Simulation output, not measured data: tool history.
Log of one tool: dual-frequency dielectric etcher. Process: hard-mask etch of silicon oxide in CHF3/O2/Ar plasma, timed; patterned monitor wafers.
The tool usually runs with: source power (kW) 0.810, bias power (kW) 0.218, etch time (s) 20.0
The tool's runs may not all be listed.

run    hour  source power (kW)  bias power (kW)  etch time (s)  read-back reference wafer on the same gauge, depth_nm  mean etch depth across the wafer (Å)
  1     0.0              0.810            0.218           20.0                                                  49.31                                 481.0
  2    65.7              0.810            0.218           20.0                                                  49.30                                 478.9
  3    96.4              0.810            0.230           17.5                                                  49.29                                 429.5
  4   141.2              0.810            0.230           17.5                                                  49.29                                 425.2
  5   174.8              0.810            0.230           17.5                                                  49.26                                 427.1
  6   212.8              0.810            0.218           20.0                                                  49.24                                 477.8
  7   275.5              0.810            0.218           20.0                                                  49.26                                 477.7
  8   319.6              0.810            0.218           20.0                                                  49.25                                 480.1
  9   489.6              0.810            0.256           18.0                                                  49.29                                 456.2
 10   520.8              0.810            0.256           18.0                                                  49.26                                 456.3
 11   609.5              0.810            0.256           18.0                                                  49.32                                 456.0
 12   626.4              0.750            0.218           20.0                                                  49.34                                 466.8
 13   833.4              0.750            0.218           20.0                                                  49.28                                 466.9
 14   858.6              0.810            0.218           20.0                                                  49.28                                 476.8
 15   883.3              0.810            0.218           20.0                                                  49.34                                 478.1
 16   938.2              0.810            0.203           25.0                                                  49.32                                 578.7
 17  1012.4              0.810            0.218           18.0                                                  49.34                                 428.1
 18  1047.9              0.650            0.187           16.5                                                  49.28                                 347.9
 19  1118.3              0.990            0.175           14.5                                                  49.30                                 335.9
 20  1162.3              0.810            0.230           17.5                                                  49.25                                 424.6
 21  1230.9              0.810            0.218           20.0                                                  49.32                                 475.4
 22  1258.3              0.750            0.252           15.5                                                  49.31                                 382.1
 23  1292.6              0.740            0.268           17.5                                                  49.34                                 439.3
 24  1355.4              0.990            0.173           17.0                                                  49.29                                 400.8
 25  1397.4              0.810            0.218           18.5                                                  49.28                                 446.9
 26  1454.9              0.810            0.174           23.0                                                  49.29                                 506.9
 27  1509.4              0.810            0.246           23.0                                                  49.27                                 581.2
 28  1666.2              0.930            0.263           24.0                                                  49.29                                 642.8
 29  1695.0              0.620            0.218           15.5                                                  49.29                                 347.1
 30  1761.4              0.650            0.187           16.5                                                  49.28                                 350.1

Taken out of this log: 8 entries between the listed runs. Where each belongs, and how the hidden state differs across it:
Run 5 -> run 6: wet clean of the chamber (hour 207.2)
  bias power that arrives over what is set, %: -2.19 -> -2.31
  measured less the result without the state, mean etch depth across the wafer (Å): -3.7 -> -4.3
Run 10 -> run 11: wet clean of the chamber (hour 609.0)
  bias power that arrives over what is set, %: -3.03 -> -3.19
  measured less the result without the state, mean etch depth across the wafer (Å): -5.6 -> -6.0
Run 12 -> run 13: upper electrode replaced (hour 731.7)
  bias power that arrives over what is set, %: -3.21 -> -3.49
  measured less the result without the state, mean etch depth across the wafer (Å): -5.9 -> -6.5
Run 16 -> run 17: source power generator calibrated (hour 945.3); wet clean of the chamber (hour 1011.9)
  bias power that arrives over what is set, %: -3.6 -> -3.67
  measured less the result without the state, mean etch depth across the wafer (Å): -8.2 -> -6.2
Run 18 -> run 19: gauge calibrated (hour 1103.4)
  bias power that arrives over what is set, %: -3.7 -> -3.75
  measured less the result without the state, mean etch depth across the wafer (Å): -5.0 -> -4.7
Run 23 -> run 24: bias power generator calibrated (hour 1334.4)
  bias power that arrives over what is set, %: -3.86 -> 0.556
  measured less the result without the state, mean etch depth across the wafer (Å): -7.0 -> +0.8
Run 25 -> run 26: wet clean of the chamber (hour 1434.0)
  bias power that arrives over what is set, %: 0.236 -> -0.171
  measured less the result without the state, mean etch depth across the wafer (Å): +0.4 -> -0.3
